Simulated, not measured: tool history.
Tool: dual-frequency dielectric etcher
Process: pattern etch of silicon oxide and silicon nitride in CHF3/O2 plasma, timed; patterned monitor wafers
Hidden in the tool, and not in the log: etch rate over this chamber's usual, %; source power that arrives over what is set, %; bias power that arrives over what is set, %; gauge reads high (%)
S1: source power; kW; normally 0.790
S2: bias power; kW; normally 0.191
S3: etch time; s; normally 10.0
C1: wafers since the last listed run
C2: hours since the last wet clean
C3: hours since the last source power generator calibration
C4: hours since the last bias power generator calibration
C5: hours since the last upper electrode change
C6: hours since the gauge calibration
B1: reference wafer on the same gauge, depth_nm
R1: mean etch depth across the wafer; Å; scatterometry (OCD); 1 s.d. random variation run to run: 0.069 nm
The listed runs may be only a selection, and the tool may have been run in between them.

| run | day | S1 | S2 | S3 | C1 | C2 | C3 | C4 | C5 | C6 | B1 | R1 |
|---|---|---|---|---|---|---|---|---|---|---|---|---|
| 1 | 0.000 | 0.790 | 0.191 | 10.0 | 0 | 310.2 | 2356.8 | 3647.7 | 4989.2 | 681.4 | 16.31 | 176.2 |
| 2 | 0.646 | 0.790 | 0.191 | 10.0 | 184 | 325.7 | 2372.3 | 3663.2 | 5004.7 | 696.9 | 16.29 | 175.7 |
| 3 | 1.367 | 0.790 | 0.191 | 8.0 | 206 | 343.0 | 2389.6 | 3680.5 | 5022.0 | 714.2 | 16.31 | 141.5 |
| 4 | 2.550 | 0.790 | 0.191 | 12.0 | 338 | 371.4 | 2418.0 | 3708.9 | 5050.4 | 742.6 | 16.28 | 212.2 |
| 5 | 3.342 | 0.790 | 0.191 | 12.0 | 226 | 390.4 | 2437.0 | 3727.9 | 5069.4 | 761.6 | 16.31 | 214.5 |
| 6 | 4.554 | 0.900 | 0.191 | 10.0 | 347 | 419.5 | 2466.1 | 3757.0 | 5098.5 | 790.7 | 16.29 | 187.1 |
|  | 5.638 | wet clean of the chamber |
| 7 | 5.658 | 0.900 | 0.191 | 10.0 | 29 | 0.5 | 2492.6 | 3783.5 | 5125.0 | 817.2 | 16.29 | 178.0 |
| 8 | 6.438 | 0.790 | 0.191 | 10.0 | 223 | 19.2 | 2511.3 | 3802.2 | 5143.7 | 835.9 | 16.29 | 171.6 |
| 9 | 7.754 | 0.790 | 0.191 | 10.0 | 376 | 50.8 | 2542.9 | 3833.8 | 5175.3 | 867.5 | 16.28 | 169.9 |
|  | 8.283 | source power generator calibrated |
| 10 | 9.104 | 0.790 | 0.169 | 10.0 | 338 | 83.2 | 19.7 | 3866.2 | 5207.7 | 899.9 | 16.30 | 164.4 |
| 11 | 10.425 | 0.790 | 0.166 | 10.0 | 378 | 114.9 | 51.4 | 3897.9 | 5239.4 | 931.6 | 16.30 | 162.9 |
| 12 | 10.975 | 0.790 | 0.191 | 10.0 | 157 | 128.1 | 64.6 | 3911.1 | 5252.6 | 944.8 | 16.29 | 172.5 |
| 13 | 12.342 | 0.790 | 0.191 | 10.0 | 391 | 160.9 | 97.4 | 3943.9 | 5285.4 | 977.6 | 16.29 | 174.0 |
|  | 13.038 | gauge calibrated |
| 14 | 13.833 | 0.790 | 0.174 | 8.5 | 426 | 196.7 | 133.2 | 3979.7 | 5321.2 | 19.1 | 16.29 | 143.3 |
|  | 14.625 | bias power generator calibrated |
| 15 | 15.129 | 0.880 | 0.206 | 7.5 | 323 | 227.8 | 164.3 | 12.1 | 5352.3 | 50.2 | 16.30 | 139.4 |
| 16 | 15.808 | 0.730 | 0.191 | 10.0 | 194 | 244.1 | 180.6 | 28.4 | 5368.6 | 66.5 | 16.31 | 169.3 |
| 17 | 16.662 | 0.660 | 0.154 | 11.0 | 244 | 264.6 | 201.1 | 48.9 | 5389.1 | 87.0 | 16.28 | 167.3 |

Forecast run 18:
| 18 | 17.288 | 0.970 | 0.191 | 8.0 | 178 | 279.6 | 216.1 | 63.9 | 5404.1 | 102.0 | ? | ? |

{"run 18": {"B1": 16.3, "R1": 149.9}}
Without the tool's hidden state the same run would have given R1 145.9 Å.

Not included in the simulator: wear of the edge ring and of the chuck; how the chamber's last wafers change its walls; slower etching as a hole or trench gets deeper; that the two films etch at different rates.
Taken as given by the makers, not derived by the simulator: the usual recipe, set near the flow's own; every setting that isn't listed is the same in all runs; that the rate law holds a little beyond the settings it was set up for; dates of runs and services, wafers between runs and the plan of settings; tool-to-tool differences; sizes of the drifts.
